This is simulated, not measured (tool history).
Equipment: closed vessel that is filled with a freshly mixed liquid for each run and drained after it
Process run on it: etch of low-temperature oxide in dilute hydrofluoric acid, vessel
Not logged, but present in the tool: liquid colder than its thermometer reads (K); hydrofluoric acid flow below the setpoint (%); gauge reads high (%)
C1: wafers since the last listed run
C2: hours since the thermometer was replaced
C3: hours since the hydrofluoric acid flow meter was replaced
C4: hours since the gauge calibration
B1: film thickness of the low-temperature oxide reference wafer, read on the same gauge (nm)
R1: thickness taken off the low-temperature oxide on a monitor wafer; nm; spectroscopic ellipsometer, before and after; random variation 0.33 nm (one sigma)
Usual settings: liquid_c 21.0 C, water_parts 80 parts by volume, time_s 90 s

{"run": 1, "day": 0.0, "liquid_c": 25.0, "water_parts": 80, "time_s": 90, "C1": 0, "C2": 1769.6, "C3": 1390.4, "C4": 369.7, "B1": 39.96, "R1": 37.34}
{"run": 2, "day": 1.058, "liquid_c": 25.0, "water_parts": 80, "time_s": 90, "C1": 2184, "C2": 1795.0, "C3": 1415.8, "C4": 395.1, "B1": 40.03, "R1": 37.1}
{"run": 3, "day": 2.121, "liquid_c": 25.0, "water_parts": 80, "time_s": 90, "C1": 2193, "C2": 1820.5, "C3": 1441.3, "C4": 420.6, "B1": 40.01, "R1": 36.63}
{"run": 4, "day": 3.325, "liquid_c": 21.0, "water_parts": 80, "time_s": 115, "C1": 2485, "C2": 1849.4, "C3": 1470.2, "C4": 449.5, "B1": 39.99, "R1": 39.71}
{"run": 5, "day": 4.246, "liquid_c": 21.0, "water_parts": 80, "time_s": 115, "C1": 1900, "C2": 1871.5, "C3": 1492.3, "C4": 471.6, "B1": 39.97, "R1": 40.41}
{"run": 6, "day": 5.638, "liquid_c": 21.0, "water_parts": 100, "time_s": 90, "C1": 2872, "C2": 1904.9, "C3": 1525.7, "C4": 505.0, "B1": 40.02, "R1": 23.83}
{"run": 7, "day": 6.721, "liquid_c": 21.0, "water_parts": 110, "time_s": 90, "C1": 2236, "C2": 1930.9, "C3": 1551.7, "C4": 531.0, "B1": 40.02, "R1": 21.76}
{"run": 8, "day": 8.079, "liquid_c": 21.0, "water_parts": 110, "time_s": 90, "C1": 2803, "C2": 1963.5, "C3": 1584.3, "C4": 563.6, "B1": 40.02, "R1": 21.45}
{"run": 9, "day": 9.488, "liquid_c": 21.0, "water_parts": 80, "time_s": 90, "C1": 2907, "C2": 1997.3, "C3": 1618.1, "C4": 597.4, "B1": 40.0, "R1": 30.55}
{"run": 10, "day": 10.417, "liquid_c": 21.0, "water_parts": 80, "time_s": 90, "C1": 1917, "C2": 2019.6, "C3": 1640.4, "C4": 619.7, "B1": 39.99, "R1": 30.39}
{"day": 11.212, "done": "hydrofluoric acid flow meter replaced"}
{"day": 11.275, "done": "gauge calibrated"}
{"run": 11, "day": 11.8, "liquid_c": 21.0, "water_parts": 80, "time_s": 90, "C1": 2769, "C2": 2052.8, "C3": 14.1, "C4": 12.6, "B1": 39.99, "R1": 35.93}
{"run": 12, "day": 12.308, "liquid_c": 21.0, "water_parts": 80, "time_s": 90, "C1": 1049, "C2": 2065.0, "C3": 26.3, "C4": 24.8, "B1": 40.01, "R1": 35.48}
{"run": 13, "day": 13.7, "liquid_c": 21.0, "water_parts": 80, "time_s": 90, "C1": 2872, "C2": 2098.4, "C3": 59.7, "C4": 58.2, "B1": 40.05, "R1": 36.14}
{"run": 14, "day": 14.471, "liquid_c": 21.0, "water_parts": 80, "time_s": 90, "C1": 1591, "C2": 2116.9, "C3": 78.2, "C4": 76.7, "B1": 39.97, "R1": 36.47}
{"run": 15, "day": 15.712, "liquid_c": 21.0, "water_parts": 80, "time_s": 90, "C1": 2562, "C2": 2146.7, "C3": 108.0, "C4": 106.5, "B1": 39.96, "R1": 36.09}
{"run": 16, "day": 16.467, "liquid_c": 21.0, "water_parts": 80, "time_s": 90, "C1": 1556, "C2": 2164.8, "C3": 126.1, "C4": 124.6, "B1": 39.99, "R1": 35.74}
{"run": 17, "day": 17.533, "liquid_c": 19.0, "water_parts": 95, "time_s": 65, "C1": 2201, "C2": 2190.4, "C3": 151.7, "C4": 150.2, "B1": 39.95, "R1": 19.37}
{"run": 18, "day": 18.371, "liquid_c": 21.0, "water_parts": 80, "time_s": 90, "C1": 1728, "C2": 2210.5, "C3": 171.8, "C4": 170.3, "B1": 39.98, "R1": 35.32}
{"run": 19, "day": 19.283, "liquid_c": 23.5, "water_parts": 100, "time_s": 90, "C1": 1883, "C2": 2232.4, "C3": 193.7, "C4": 192.2, "B1": 40.02, "R1": 30.53}
{"day": 20.146, "done": "thermometer replaced"}
{"run": 20, "day": 20.533, "liquid_c": 19.5, "water_parts": 80, "time_s": 90, "C1": 2494, "C2": 9.3, "C3": 223.7, "C4": 222.2, "B1": 40.0, "R1": 33.18}
{"run": 21, "day": 21.5, "liquid_c": 17.0, "water_parts": 65, "time_s": 145, "C1": 1995, "C2": 32.5, "C3": 246.9, "C4": 245.4, "B1": 40.03, "R1": 59.31}
{"run": 22, "day": 22.262, "liquid_c": 18.0, "water_parts": 80, "time_s": 120, "C1": 1573, "C2": 50.8, "C3": 265.2, "C4": 263.7, "B1": 40.03, "R1": 41.29}
{"run": 23, "day": 23.454, "liquid_c": 19.5, "water_parts": 60, "time_s": 125, "C1": 2459, "C2": 79.4, "C3": 293.8, "C4": 292.3, "B1": 40.02, "R1": 62.85}
{"run": 24, "day": 24.1, "liquid_c": 25.5, "water_parts": 80, "time_s": 90, "C1": 1333, "C2": 94.9, "C3": 309.3, "C4": 307.8, "B1": 40.0, "R1": 42.25}
{"run": 25, "day": 25.108, "liquid_c": 21.0, "water_parts": 80, "time_s": 90, "C1": 2081, "C2": 119.1, "C3": 333.5, "C4": 332.0, "B1": 40.01, "R1": 34.79}
{"run": 26, "day": 26.329, "liquid_c": 17.5, "water_parts": 80, "time_s": 90, "C1": 2519, "C2": 148.4, "C3": 362.8, "C4": 361.3, "B1": 39.98, "R1": 30.51}
{"run": 27, "day": 27.471, "liquid_c": 21.0, "water_parts": 45, "time_s": 120, "C1": 2356, "C2": 175.8, "C3": 390.2, "C4": 388.7, "B1": 40.05, "R1": 86.17}
{"run": 28, "day": 28.225, "liquid_c": 21.0, "water_parts": 80, "time_s": 90, "C1": 1556, "C2": 193.9, "C3": 408.3, "C4": 406.8, "B1": 40.0, "R1": 35.29}
{"run": 29, "day": 29.592, "liquid_c": 21.0, "water_parts": 80, "time_s": 90, "C1": 2820, "C2": 226.7, "C3": 441.1, "C4": 439.6, "B1": 39.94, "R1": 34.67}
{"run": 30, "day": 30.933, "liquid_c": 21.0, "water_parts": 80, "time_s": 90, "C1": 2769, "C2": 258.9, "C3": 473.3, "C4": 471.8, "B1": 40.02, "R1": 34.64}
{"run": 31, "day": 32.046, "liquid_c": 19.0, "water_parts": 45, "time_s": 45, "C1": 2296, "C2": 285.6, "C3": 500.0, "C4": 498.5, "B1": 39.98, "R1": 28.76}
{"run": 32, "day": 32.871, "liquid_c": 17.0, "water_parts": 100, "time_s": 120, "C1": 1702, "C2": 305.4, "C3": 519.8, "C4": 518.3, "B1": 39.98, "R1": 30.7}

How would selected steps in R1 from run to run divide? Give the signed amount a tool lacking its hidden state would still show from settings, what came in and random variation, and the signed amount left for the hidden state, including any gauge scatter that is not in both of the compared results.
Run 5 -> 6: water_parts 80 -> 100, time_s 115 -> 90. R1 -16.58 nm: hidden state +2.63, all else -19.21.
Run 10 -> 11: hydrofluoric acid flow meter replaced, gauge calibrated. R1 +5.54 nm: hidden state +5.32, all else +0.22.
Run 20 -> 21: liquid_c 19.5 -> 17.0, water_parts 80 -> 65, time_s 90 -> 145. R1 +26.13 nm: hidden state -0.78, all else +26.91.
Run 26 -> 27: liquid_c 17.5 -> 21.0, water_parts 80 -> 45, time_s 90 -> 120. R1 +55.66 nm: hidden state -2.25, all else +57.91.
Run 27 -> 28: water_parts 45 -> 80, time_s 120 -> 90. R1 -50.88 nm: hidden state +1.92, all else -52.80.
